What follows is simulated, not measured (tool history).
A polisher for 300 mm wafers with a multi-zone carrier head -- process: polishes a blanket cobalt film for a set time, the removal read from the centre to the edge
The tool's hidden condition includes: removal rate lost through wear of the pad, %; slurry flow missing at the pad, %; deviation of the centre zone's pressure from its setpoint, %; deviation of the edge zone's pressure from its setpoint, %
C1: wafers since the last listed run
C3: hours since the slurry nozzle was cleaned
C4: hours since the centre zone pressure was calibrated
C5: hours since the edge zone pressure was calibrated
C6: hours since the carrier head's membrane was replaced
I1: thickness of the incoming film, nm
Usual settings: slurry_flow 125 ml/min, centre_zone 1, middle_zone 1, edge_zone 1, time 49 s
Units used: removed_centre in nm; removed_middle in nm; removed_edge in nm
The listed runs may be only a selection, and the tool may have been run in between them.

{"run": 1, "hour": 0.0, "slurry_flow": 125, "centre_zone": 1, "middle_zone": 0.91, "edge_zone": 1, "time": 49, "C1": 0, "wafers polished on this pad": 419, "C3": 423.7, "C4": 14.4, "C5": 509.8, "C6": 957.9, "I1": 1278.1, "removed_centre": 261.6, "removed_middle": 238.4, "removed_edge": 256.6}
{"run": 2, "hour": 52.5, "slurry_flow": 125, "centre_zone": 1, "middle_zone": 1, "edge_zone": 1, "time": 49, "C1": 306, "wafers polished on this pad": 725, "C3": 476.2, "C4": 66.9, "C5": 562.3, "C6": 1010.4, "I1": 1258.8, "removed_centre": 251, "removed_middle": 249.2, "removed_edge": 254.2}
{"run": 3, "hour": 80.0, "slurry_flow": 125, "centre_zone": 1, "middle_zone": 1, "edge_zone": 1, "time": 49, "C1": 160, "wafers polished on this pad": 886, "C3": 503.7, "C4": 94.4, "C5": 589.8, "C6": 1037.9, "I1": 1254.8, "removed_centre": 250.1, "removed_middle": 249.4, "removed_edge": 251}
{"hour": 89.4, "done": "slurry nozzle cleaned"}
{"run": 4, "hour": 129.4, "slurry_flow": 125, "centre_zone": 1, "middle_zone": 1, "edge_zone": 1, "time": 49, "C1": 282, "wafers polished on this pad": 1168, "C3": 40, "C4": 143.8, "C5": 639.2, "C6": 1087.3, "I1": 1274.4, "removed_centre": 244.4, "removed_middle": 237.5, "removed_edge": 247.5}
{"run": 5, "hour": 159.2, "slurry_flow": 125, "centre_zone": 1, "middle_zone": 1, "edge_zone": 1, "time": 49, "C1": 173, "wafers polished on this pad": 1342, "C3": 69.8, "C4": 173.6, "C5": 669, "C6": 1117.1, "I1": 1274.5, "removed_centre": 246.3, "removed_middle": 238.9, "removed_edge": 240.5}
{"hour": 200.0, "done": "carrier head's membrane replaced by a new one"}
{"hour": 225.0, "done": "worn pad replaced by a new one"}
{"run": 6, "hour": 275.9, "slurry_flow": 145, "centre_zone": 1, "middle_zone": 1, "edge_zone": 1, "time": 49, "C1": 628, "wafers polished on this pad": 296, "C3": 186.5, "C4": 290.3, "C5": 785.7, "C6": 75.9, "I1": 1263.8, "removed_centre": 270.5, "removed_middle": 268.7, "removed_edge": 258.5}
{"run": 7, "hour": 320.2, "slurry_flow": 145, "centre_zone": 1, "middle_zone": 1, "edge_zone": 1, "time": 35, "C1": 258, "wafers polished on this pad": 555, "C3": 230.8, "C4": 334.6, "C5": 830, "C6": 120.2, "I1": 1285.2, "removed_centre": 191.8, "removed_middle": 184.6, "removed_edge": 188.2}
{"run": 8, "hour": 372.2, "slurry_flow": 105, "centre_zone": 1, "middle_zone": 1, "edge_zone": 1, "time": 65, "C1": 303, "wafers polished on this pad": 858, "C3": 282.8, "C4": 386.6, "C5": 882, "C6": 172.2, "I1": 1253.5, "removed_centre": 316.3, "removed_middle": 316.3, "removed_edge": 321.5}
{"run": 9, "hour": 426.5, "slurry_flow": 125, "centre_zone": 1, "middle_zone": 0.94, "edge_zone": 1, "time": 49, "C1": 316, "wafers polished on this pad": 1175, "C3": 337.1, "C4": 440.9, "C5": 936.3, "C6": 226.5, "I1": 1273.3, "removed_centre": 246.5, "removed_middle": 230.9, "removed_edge": 246}
{"hour": 444.0, "done": "edge zone pressure recalibrated"}
{"run": 10, "hour": 496.1, "slurry_flow": 125, "centre_zone": 1, "middle_zone": 1, "edge_zone": 1, "time": 49, "C1": 394, "wafers polished on this pad": 1569, "C3": 406.7, "C4": 510.5, "C5": 52.1, "C6": 296.1, "I1": 1295.8, "removed_centre": 245.7, "removed_middle": 235.7, "removed_edge": 240.5}
{"run": 11, "hour": 537.7, "slurry_flow": 125, "centre_zone": 1.04, "middle_zone": 1.06, "edge_zone": 1, "time": 49, "C1": 242, "wafers polished on this pad": 1812, "C3": 448.3, "C4": 552.1, "C5": 93.7, "C6": 337.7, "I1": 1256.7, "removed_centre": 241.9, "removed_middle": 243.2, "removed_edge": 234.3}
{"hour": 564.3, "done": "worn pad replaced by a new one"}
{"hour": 580.5, "done": "slurry nozzle cleaned"}
{"run": 12, "hour": 592.1, "slurry_flow": 125, "centre_zone": 1, "middle_zone": 1, "edge_zone": 1, "time": 49, "C1": 288, "wafers polished on this pad": 156, "C3": 11.6, "C4": 606.5, "C5": 148.1, "C6": 392.1, "I1": 1247, "removed_centre": 260, "removed_middle": 248.7, "removed_edge": 260.5}
{"run": 13, "hour": 618.1, "slurry_flow": 125, "centre_zone": 1.11, "middle_zone": 1, "edge_zone": 1, "time": 49, "C1": 151, "wafers polished on this pad": 307, "C3": 37.6, "C4": 632.5, "C5": 174.1, "C6": 418.1, "I1": 1272.4, "removed_centre": 289, "removed_middle": 254.9, "removed_edge": 255.2}
{"run": 14, "hour": 663.1, "slurry_flow": 125, "centre_zone": 0.89, "middle_zone": 0.9, "edge_zone": 1, "time": 49, "C1": 262, "wafers polished on this pad": 570, "C3": 82.6, "C4": 677.5, "C5": 219.1, "C6": 463.1, "I1": 1252.5, "removed_centre": 230.5, "removed_middle": 233.9, "removed_edge": 250.6}
{"hour": 701.7, "done": "centre zone pressure recalibrated"}
{"run": 15, "hour": 728.4, "slurry_flow": 125, "centre_zone": 1, "middle_zone": 1, "edge_zone": 1, "time": 49, "C1": 369, "wafers polished on this pad": 939, "C3": 147.9, "C4": 26.7, "C5": 284.4, "C6": 528.4, "I1": 1281, "removed_centre": 247.4, "removed_middle": 245.3, "removed_edge": 244.7}
{"run": 16, "hour": 788.1, "slurry_flow": 125, "centre_zone": 0.96, "middle_zone": 1.04, "edge_zone": 1.1, "time": 61, "C1": 348, "wafers polished on this pad": 1287, "C3": 207.6, "C4": 86.4, "C5": 344.1, "C6": 588.1, "I1": 1250.3, "removed_centre": 289.3, "removed_middle": 306.8, "removed_edge": 311.9}
{"run": 17, "hour": 823.5, "slurry_flow": 125, "centre_zone": 0.89, "middle_zone": 1, "edge_zone": 1, "time": 49, "C1": 206, "wafers polished on this pad": 1494, "C3": 243, "C4": 121.8, "C5": 379.5, "C6": 623.5, "I1": 1291.6, "removed_centre": 214.9, "removed_middle": 231.1, "removed_edge": 229.1}
{"run": 18, "hour": 856.7, "slurry_flow": 125, "centre_zone": 0.91, "middle_zone": 1, "edge_zone": 1, "time": 49, "C1": 193, "wafers polished on this pad": 1688, "C3": 276.2, "C4": 155, "C5": 412.7, "C6": 656.7, "I1": 1261, "removed_centre": 215.6, "removed_middle": 224, "removed_edge": 229.3}
{"hour": 891.4, "done": "worn pad replaced by a new one"}
{"run": 19, "hour": 915.6, "slurry_flow": 125, "centre_zone": 1, "middle_zone": 1, "edge_zone": 0.93, "time": 49, "C1": 320, "wafers polished on this pad": 141, "C3": 335.1, "C4": 213.9, "C5": 471.6, "C6": 715.6, "I1": 1275.3, "removed_centre": 259.9, "removed_middle": 260.3, "removed_edge": 249.4}
{"run": 20, "hour": 949.8, "slurry_flow": 90, "centre_zone": 1, "middle_zone": 1, "edge_zone": 1, "time": 39, "C1": 199, "wafers polished on this pad": 340, "C3": 369.3, "C4": 248.1, "C5": 505.8, "C6": 749.8, "I1": 1270.7, "removed_centre": 189.2, "removed_middle": 181.1, "removed_edge": 190.3}
{"run": 21, "hour": 1020.4, "slurry_flow": 125, "centre_zone": 0.91, "middle_zone": 0.96, "edge_zone": 0.92, "time": 49, "C1": 411, "wafers polished on this pad": 752, "C3": 439.9, "C4": 318.7, "C5": 576.4, "C6": 820.4, "I1": 1277.9, "removed_centre": 233.2, "removed_middle": 237.6, "removed_edge": 241.6}
{"run": 22, "hour": 1067.1, "slurry_flow": 125, "centre_zone": 1, "middle_zone": 1.04, "edge_zone": 1, "time": 49, "C1": 272, "wafers polished on this pad": 1025, "C3": 486.6, "C4": 365.4, "C5": 623.1, "C6": 867.1, "I1": 1282.5, "removed_centre": 247.6, "removed_middle": 244.8, "removed_edge": 242}

Hidden condition of the tool, last listed run before each entry between runs versus first listed run after:
Between runs 3 and 4: slurry nozzle cleaned (hour 89.4)
  removal rate lost through wear of the pad, %: 6.49 -> 8.33
  difference, measured minus the result without the unlogged condition, removed_centre: -17.4 -> -22.2 nm; removed_middle: -17.3 -> -21.6 nm; removed_edge: -17.4 -> -22.5 nm
Between runs 5 and 6: carrier head's membrane replaced by a new one (hour 200); worn pad replaced by a new one (hour 225)
  removal rate lost through wear of the pad, %: 9.45 -> 2.46
  difference, measured minus the result without the unlogged condition, removed_centre: -25.7 -> -6.8 nm; removed_middle: -25 -> -6.8 nm; removed_edge: -25.1 -> -6.5 nm
Between runs 9 and 10: edge zone pressure recalibrated (hour 444)
  removal rate lost through wear of the pad, %: 8.09 -> 10.7
  difference, measured minus the result without the unlogged condition, removed_centre: -21.7 -> -29.5 nm; removed_middle: -20.3 -> -28.2 nm; removed_edge: -21.7 -> -28.8 nm
Between runs 11 and 12: worn pad replaced by a new one (hour 564.3); slurry nozzle cleaned (hour 580.5)
  removal rate lost through wear of the pad, %: 12.2 -> 2.93
  difference, measured minus the result without the unlogged condition, removed_centre: -33.7 -> -7.8 nm; removed_middle: -33.9 -> -7.5 nm; removed_edge: -32.7 -> -7.8 nm
Between runs 14 and 15: centre zone pressure recalibrated (hour 701.7)
  removal rate lost through wear of the pad, %: 5.58 -> 8.02
  difference, measured minus the result without the unlogged condition, removed_centre: -13.6 -> -21.5 nm; removed_middle: -13.9 -> -21.4 nm; removed_edge: -14.8 -> -21.3 nm
Between runs 18 and 19: worn pad replaced by a new one (hour 891.4)
  removal rate lost through wear of the pad, %: 12.8 -> 2.02
  difference, measured minus the result without the unlogged condition, removed_centre: -31.6 -> -5.4 nm; removed_middle: -32.9 -> -5.3 nm; removed_edge: -33.8 -> -5.2 nm
